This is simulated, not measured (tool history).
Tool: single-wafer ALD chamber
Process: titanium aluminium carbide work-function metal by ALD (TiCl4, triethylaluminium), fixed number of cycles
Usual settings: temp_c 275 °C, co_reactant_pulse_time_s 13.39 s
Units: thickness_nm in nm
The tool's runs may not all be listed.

run,hour,temp_c,co_reactant_pulse_time_s,wafers since the last listed run,hours since the last thermocouple change,hours since the last triethylaluminium bottle change,hours since the showerhead was replaced,hours since the gauge calibration,"read-back reference wafer on the same gauge, thickness_nm",thickness_nm
1,0.0,279,9.41,0,1315.5,1595.6,4790.4,542.8,1.541,1.553
2,28.7,279,9.41,228,1344.2,1624.3,4819.1,571.5,1.541,1.546
3,66.7,279,9.41,302,1382.2,1662.3,4857.1,609.5,1.542,1.552
4,111.0,275,13.39,352,1426.5,1706.6,4901.4,653.8,1.541,1.567
5,167.0,275,13.39,445,1482.5,1762.6,4957.4,709.8,1.541,1.560
6,237.2,275,13.39,559,1552.7,1832.8,5027.6,780.0,1.541,1.556
7,296.4,275,13.39,471,1611.9,1892.0,5086.8,839.2,1.539,1.559
8,357.5,275,13.39,486,1673.0,1953.1,5147.9,900.3,1.539,1.560
9,403.4,275,13.39,365,1718.9,1999.0,5193.8,946.2,1.539,1.564
10,436.4,275,13.39,262,1751.9,2032.0,5226.8,979.2,1.540,1.563
11,469.0,275,13.39,259,1784.5,2064.6,5259.4,1011.8,1.540,1.560
# hour 483.1: thermocouple changed; heater temperature recalibrated
# hour 498.2: gauge calibrated
12,536.4,279,13.39,473,53.3,2132.0,5326.8,38.2,1.540,1.588
13,577.9,275,15.99,330,94.8,2173.5,5368.3,79.7,1.538,1.574
# hour 626.0: triethylaluminium bottle replaced
# hour 642.2: showerhead replaced
14,642.7,275,13.39,388,159.6,16.7,0.5,144.5,1.539,1.555
15,675.0,267,11.68,257,191.9,49.0,32.8,176.8,1.542,1.469
16,746.2,260,17.90,567,263.1,120.2,104.0,248.0,1.540,1.443
17,793.1,270,16.36,373,310.0,167.1,150.9,294.9,1.540,1.523
18,838.7,275,9.79,363,355.6,212.7,196.5,340.5,1.541,1.517
19,881.6,289,8.04,341,398.5,255.6,239.4,383.4,1.540,1.594
20,954.7,275,13.39,582,471.6,328.7,312.5,456.5,1.540,1.563
21,1010.6,275,9.27,445,527.5,384.6,368.4,512.4,1.541,1.516
22,1079.2,275,18.63,546,596.1,453.2,437.0,581.0,1.541,1.577
23,1130.8,275,13.39,410,647.7,504.8,488.6,632.6,1.539,1.562
24,1174.9,275,11.28,351,691.8,548.9,532.7,676.7,1.539,1.546

Forecast each of these 5 alternatives for the next run:
A,1175.3,265,13.39,3,692.2,549.3,533.1,677.1,?,?
B,1175.3,263,17.13,3,692.2,549.3,533.1,677.1,?,?
C,1175.3,288,16.71,3,692.2,549.3,533.1,677.1,?,?
D,1175.3,261,8.96,3,692.2,549.3,533.1,677.1,?,?
E,1175.3,275,8.97,3,692.2,549.3,533.1,677.1,?,?

run,"read-back reference wafer on the same gauge, thickness_nm",thickness_nm
A,1.539,1.478
B,1.539,1.472
C,1.539,1.685
D,1.539,1.395
E,1.539,1.509
Without the tool's hidden state the same runs would have given:
run,thickness_nm
A,1.478
B,1.472
C,1.685
D,1.395
E,1.509
